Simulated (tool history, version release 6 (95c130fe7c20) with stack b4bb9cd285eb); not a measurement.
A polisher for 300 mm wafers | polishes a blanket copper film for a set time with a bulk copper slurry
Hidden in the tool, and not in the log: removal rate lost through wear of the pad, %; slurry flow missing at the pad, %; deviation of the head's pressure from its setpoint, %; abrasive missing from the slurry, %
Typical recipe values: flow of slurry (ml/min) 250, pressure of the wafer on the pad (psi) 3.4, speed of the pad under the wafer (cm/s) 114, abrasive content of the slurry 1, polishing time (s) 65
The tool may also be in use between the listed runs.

run	hour	flow of slurry (ml/min)	pressure of the wafer on the pad (psi)	speed of the pad under the wafer (cm/s)	abrasive content of the slurry	polishing time (s)	wafers since the last listed run	wafers polished on this pad	hours since the slurry nozzle was cleaned	hours since the head pressure was calibrated	hours since the slurry blender was calibrated	incoming thickness of the incoming film, nm	film removed (nm)
1	0	250	3.4	114	1	65	0	594	17	958.4	11	3498.4	891.2
# hour 24.9: worn pad replaced by a new one
2	25.4	250	3.4	114	1	65	116	2	42.4	983.8	36.4	3550.2	915.1
3	53	250	3.4	114	1	65	150	153	70	1011.4	64	3458.4	888.5
4	68	250	3.4	114	1	65	81	234	85	1026.4	79	3502.8	897.4
5	91.5	250	3.4	114	1	65	127	362	108.5	1049.9	102.5	3527.5	890.6
6	103.8	250	3.4	114	1	65	66	429	120.8	1062.2	114.8	3557.1	887.9
7	125.4	250	3.4	114	1	76	117	546	142.4	1083.8	136.4	3521.4	1037.7
# hour 143.8: head pressure recalibrated
8	158.9	250	3.4	114	1	76	171	718	175.9	15.1	169.9	3480.1	1016.5
# hour 169.8: worn pad replaced by a new one
9	179.8	250	3.4	114	1	76	91	54	196.8	36	190.8	3572	1017.1
# hour 184.5: slurry nozzle cleaned
10	196.2	250	3.4	114	1	65	83	138	11.7	52.4	207.2	3550.5	906.1
11	213.3	250	3.4	114	1	65	93	231	28.8	69.5	224.3	3494.9	901.6
# hour 232.4: slurry blender recalibrated
12	240.2	250	3.4	114	1	65	135	366	55.7	96.4	7.8	3502.2	898
13	265.4	250	3.4	114	1	65	137	503	80.9	121.6	33	3438.7	892.3
14	296.1	205	3.4	134	0.7	85	166	670	111.6	152.3	63.7	3479.6	1198.8
# hour 313: worn pad replaced by a new one
15	313.5	250	3.4	126	1	87	72	2	129	169.7	81.1	3516.5	1320.7
16	324.2	250	3.4	114	1	65	58	60	139.7	180.4	91.8	3524.7	898.1
17	351.5	250	4	152	1	88	148	209	167	207.7	119.1	3488.3	1867.3
18	369.8	250	4.2	86	1	65	99	308	185.3	226	137.4	3535.1	808.6
19	389.9	250	3.4	114	1	65	109	418	205.4	246.1	157.5	3500.5	865.8
# hour 396.2: slurry nozzle cleaned
20	417.3	180	3.8	94	1	65	143	561	21.1	273.5	184.9	3540.1	794.5
# hour 452.2: worn pad replaced by a new one
21	453	250	3.4	114	1	65	172	4	56.8	309.2	220.6	3448.7	897.8
22	487.6	250	3.4	114	1.25	72	188	192	91.4	343.8	255.2	3487.8	1075.4
23	502.1	250	3.4	150	1	65	78	271	105.9	358.3	269.7	3474	1184.4
# hour 510.3: slurry blender recalibrated
24	517.3	280	3.4	114	1	52	71	342	121.1	373.5	7	3479.6	719.8
25	532.5	250	3.4	114	1	65	82	425	136.3	388.7	22.2	3579.4	888.4
26	547.9	315	3.4	114	1	65	83	509	151.7	404.1	37.6	3473.2	893.9

Expected results for the next run?
27	577.9	250	3.4	114	1	65	163	672	181.7	434.1	67.6	3545.5	?

film removed (nm): 869.1
Without the tool's hidden state the same run would have given film removed (nm) 915.6.
